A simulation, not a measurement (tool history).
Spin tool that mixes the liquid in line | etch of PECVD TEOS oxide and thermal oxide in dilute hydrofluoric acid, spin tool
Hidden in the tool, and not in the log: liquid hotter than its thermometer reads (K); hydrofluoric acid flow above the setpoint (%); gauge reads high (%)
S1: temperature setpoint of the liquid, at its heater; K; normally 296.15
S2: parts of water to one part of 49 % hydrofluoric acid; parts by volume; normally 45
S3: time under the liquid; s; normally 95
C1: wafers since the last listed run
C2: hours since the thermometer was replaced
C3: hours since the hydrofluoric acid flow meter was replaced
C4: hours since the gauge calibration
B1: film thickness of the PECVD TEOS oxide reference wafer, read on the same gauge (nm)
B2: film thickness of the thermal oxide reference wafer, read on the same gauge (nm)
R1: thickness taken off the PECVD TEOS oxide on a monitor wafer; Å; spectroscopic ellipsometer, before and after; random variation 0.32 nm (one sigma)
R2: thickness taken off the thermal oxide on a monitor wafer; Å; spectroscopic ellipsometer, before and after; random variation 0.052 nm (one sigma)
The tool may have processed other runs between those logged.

run	day	S1	S2	S3	C1	C2	C3	C4	B1	B2	R1	R2
1	0	296.15	45	75	0	1588.6	1502.5	905.1	126.87	29.27	248.2	75.6
2	3.938	296.15	45	75	883	1683.1	1597	999.6	126.57	29.2	251.7	75.8
3	13.55	296.15	45	75	2156	1913.8	1827.7	1230.3	125.82	29.02	245.1	75.6
4	15.267	297.15	45	95	385	1955	1868.9	1271.5	125.69	28.99	326.8	98.7
5	18.475	297.15	45	95	719	2032	1945.9	1348.5	125.43	28.93	327.3	99.1
# day 22.379: hydrofluoric acid flow meter replaced
6	22.788	296.15	45	95	958	2135.5	9.8	1452	125.04	28.86	310.5	93.9
7	25.792	296.15	45	95	674	2207.6	81.9	1524.1	124.82	28.81	313.3	94.6
8	28.475	296.15	45	95	602	2272	146.3	1588.5	124.62	28.75	307.1	93.8
9	31.038	296.15	45	95	574	2333.5	207.8	1650	124.41	28.71	306.6	94.7
# day 31.529: gauge calibrated
10	35.342	296.15	45	95	965	2436.8	311.1	91.5	130.2	30.05	321.5	99.1
11	39.133	296.15	45	95	850	2527.8	402.1	182.5	129.96	30	325.2	97.9
12	41.221	296.15	45	80	468	2577.9	452.2	232.6	129.75	29.96	269.2	82.1
13	43.025	296.15	45	95	404	2621.2	495.5	275.9	129.61	29.92	317.5	97.7
14	46.275	293.15	55	95	729	2699.2	573.5	353.9	129.42	29.84	234.5	69.7
15	49.333	296.15	45	95	686	2772.6	646.9	427.3	129.13	29.79	325.4	97.7
16	51.8	300.65	30	70	553	2831.8	706.1	486.5	128.92	29.75	437.5	131.6
17	54.529	291.65	60	145	612	2897.3	771.6	552	128.72	29.69	300.4	91.4
# day 55.762: thermometer replaced
18	57.433	293.15	45	145	642	40.1	841.3	621.7	128.51	29.66	425.7	130.4
19	60.671	296.15	45	95	726	117.8	919	699.4	128.24	29.61	315.1	96.6
20	62.304	291.65	45	130	366	157	958.2	738.6	128.07	29.57	363.7	109.1
21	64.133	292.15	45	110	410	200.9	1002.1	782.5	127.93	29.51	311.6	94.2
22	67.988	300.15	60	70	864	293.4	1094.6	875	127.69	29.45	206	61.1
23	69.633	296.15	45	95	369	332.9	1134.1	914.5	127.52	29.44	323.3	97.1
24	71.717	294.65	60	70	467	382.9	1184.1	964.5	127.37	29.4	163.2	49.3

What the log doesn't show, run by run:
liquid hotter than its thermometer reads (K): 0 in every run
hydrofluoric acid flow above the setpoint (%): 0 in every run
H1: gauge reads high (%)
run	H1
1	-2.41
2	-2.65
3	-3.23
4	-3.34
5	-3.53
6	-3.79
7	-3.97
8	-4.14
9	-4.29
10	0.178
11	-0.0528
12	-0.18
13	-0.289
14	-0.487
15	-0.673
16	-0.823
17	-0.988
18	-1.16
19	-1.36
20	-1.46
21	-1.57
22	-1.81
23	-1.91
24	-2.03

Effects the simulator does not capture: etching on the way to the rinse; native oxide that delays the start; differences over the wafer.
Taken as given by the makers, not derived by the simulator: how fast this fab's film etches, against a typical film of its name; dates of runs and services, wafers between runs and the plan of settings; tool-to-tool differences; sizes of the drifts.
